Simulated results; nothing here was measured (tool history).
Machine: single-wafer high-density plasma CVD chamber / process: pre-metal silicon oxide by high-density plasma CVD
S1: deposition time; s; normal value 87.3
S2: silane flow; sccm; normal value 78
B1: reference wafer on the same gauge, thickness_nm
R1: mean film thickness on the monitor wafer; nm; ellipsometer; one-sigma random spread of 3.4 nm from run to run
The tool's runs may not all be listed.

| run | hour | S1 | S2 | B1 | R1 |
|---|---|---|---|---|---|
| 1 | 0 | 87.3 | 78 | 685.562 | 742.336 |
|  | 23.9 | silane flow controller replaced |
| 2 | 65.4 | 87.3 | 78 | 685.68 | 729.711 |
| 3 | 124.4 | 87.3 | 78 | 685.594 | 717.927 |
| 4 | 194.2 | 87.3 | 78 | 686.33 | 723.412 |
|  | 231.5 | gauge calibrated |
| 5 | 254.4 | 87.3 | 78 | 686.221 | 724.443 |
| 6 | 315.4 | 87.3 | 78 | 686.293 | 726.591 |
| 7 | 369 | 87.3 | 78 | 685.862 | 721.648 |
| 8 | 423.5 | 87.3 | 78 | 686.3 | 731.908 |
| 9 | 473.8 | 74.2 | 78 | 685.447 | 621.234 |
| 10 | 544.8 | 74.2 | 78 | 686.33 | 620.366 |
| 11 | 583.9 | 87.3 | 73 | 686.823 | 694.368 |
| 12 | 621.6 | 87.3 | 73 | 685.654 | 685.104 |
| 13 | 691.5 | 87.3 | 73 | 686.193 | 695.378 |
| 14 | 720.2 | 79 | 78 | 684.924 | 661.529 |
| 15 | 752.8 | 79 | 78 | 686.412 | 661.604 |
| 16 | 822.4 | 92.7 | 78 | 685.476 | 772.112 |
| 17 | 870.5 | 92.7 | 78 | 684.834 | 775.454 |
| 18 | 930.7 | 92.7 | 78 | 685.072 | 772.851 |
| 19 | 987.4 | 87.3 | 83 | 686.319 | 774.617 |
| 20 | 1036.9 | 87.3 | 83 | 686.454 | 773.528 |
| 21 | 1071.8 | 87.3 | 78 | 684.667 | 728.804 |
| 22 | 1273.7 | 87.3 | 78 | 685.472 | 737.484 |
| 23 | 1325.2 | 87.3 | 70 | 686.129 | 682.706 |
| 24 | 1353.7 | 82 | 86 | 685.337 | 752.827 |
| 25 | 1422.4 | 87.3 | 83 | 686.294 | 783.946 |
| 26 | 1470.5 | 76.4 | 71 | 685.826 | 604.501 |
| 27 | 1516.1 | 87.3 | 78 | 686.536 | 748.53 |
| 28 | 1561.5 | 87.3 | 78 | 685.849 | 751.201 |
| 29 | 1598.1 | 103 | 85 | 685.872 | 946.973 |
| 30 | 1647.6 | 87.3 | 78 | 686.041 | 748.252 |
|  | 1657.8 | gauge calibrated |
| 31 | 1681.9 | 87.3 | 78 | 686.233 | 749.698 |
| 32 | 1744.3 | 99.8 | 84 | 686.734 | 922.362 |
| 33 | 1798.5 | 101.2 | 83 | 686.084 | 918.356 |
| 34 | 1846.1 | 77.4 | 63 | 687.25 | 566.274 |
|  | 1894.2 | silane flow controller replaced |
| 35 | 1894.7 | 87.3 | 92 | 684.964 | 823.131 |
| 36 | 1925.8 | 98.7 | 78 | 685.752 | 813.249 |
| 37 | 1952.6 | 87.3 | 78 | 685.896 | 715.649 |
| 38 | 1978.5 | 101.2 | 83 | 685.701 | 876.752 |
| 39 | 2151 | 101.9 | 69 | 686.313 | 759.548 |
| 40 | 2190.6 | 87.3 | 82 | 686.315 | 753.076 |
| 41 | 2224.9 | 104.2 | 78 | 685.902 | 856.461 |
| 42 | 2272.9 | 94.5 | 89 | 685.015 | 864.888 |
| 43 | 2339.8 | 98.8 | 93 | 686.444 | 937.955 |
| 44 | 2399.4 | 87.3 | 78 | 685.512 | 724.865 |
| 45 | 2466.4 | 94 | 85 | 686.557 | 836.264 |
| 46 | 2522.3 | 87.3 | 78 | 686.886 | 717.455 |

Subtracting, for every run, the result it would have given without the tool's unlogged condition from the measured result gives the following. The same run-to-run variation enters both numbers; the gauge's scatter may not:
Unlogged tool condition in this case: delivered silane flow above the setpoint (%); gauge reads high (%).
| run | R1 |
|---|---|
| 1 | +24.991 |
| 2 | +3.961 |
| 3 | +3.98 |
| 4 | +4.203 |
| 5 | +4.452 |
| 6 | +4.789 |
| 7 | +5.101 |
| 8 | +5.587 |
| 9 | +5.113 |
| 10 | +5.7 |
| 11 | +6.787 |
| 12 | +7.111 |
| 13 | +8.069 |
| 14 | +8.035 |
| 15 | +8.46 |
| 16 | +11.003 |
| 17 | +11.894 |
| 18 | +12.972 |
| 19 | +14.124 |
| 20 | +15.136 |
| 21 | +14.973 |
| 22 | +19.767 |
| 23 | +19.5 |
| 24 | +22.256 |
| 25 | +25.129 |
| 26 | +20.472 |
| 27 | +26.673 |
| 28 | +28.126 |
| 29 | +36.868 |
| 30 | +30.677 |
| 31 | +31.833 |
| 32 | +41.68 |
| 33 | +43.738 |
| 34 | +28.212 |
| 35 | -1.399 |
| 36 | -1.371 |
| 37 | -1.181 |
| 38 | -1.402 |
| 39 | -0.58 |
| 40 | -0.342 |
| 41 | -0.127 |
| 42 | +0.289 |
| 43 | +1.044 |
| 44 | +1.386 |
| 45 | +2.45 |
| 46 | +2.779 |
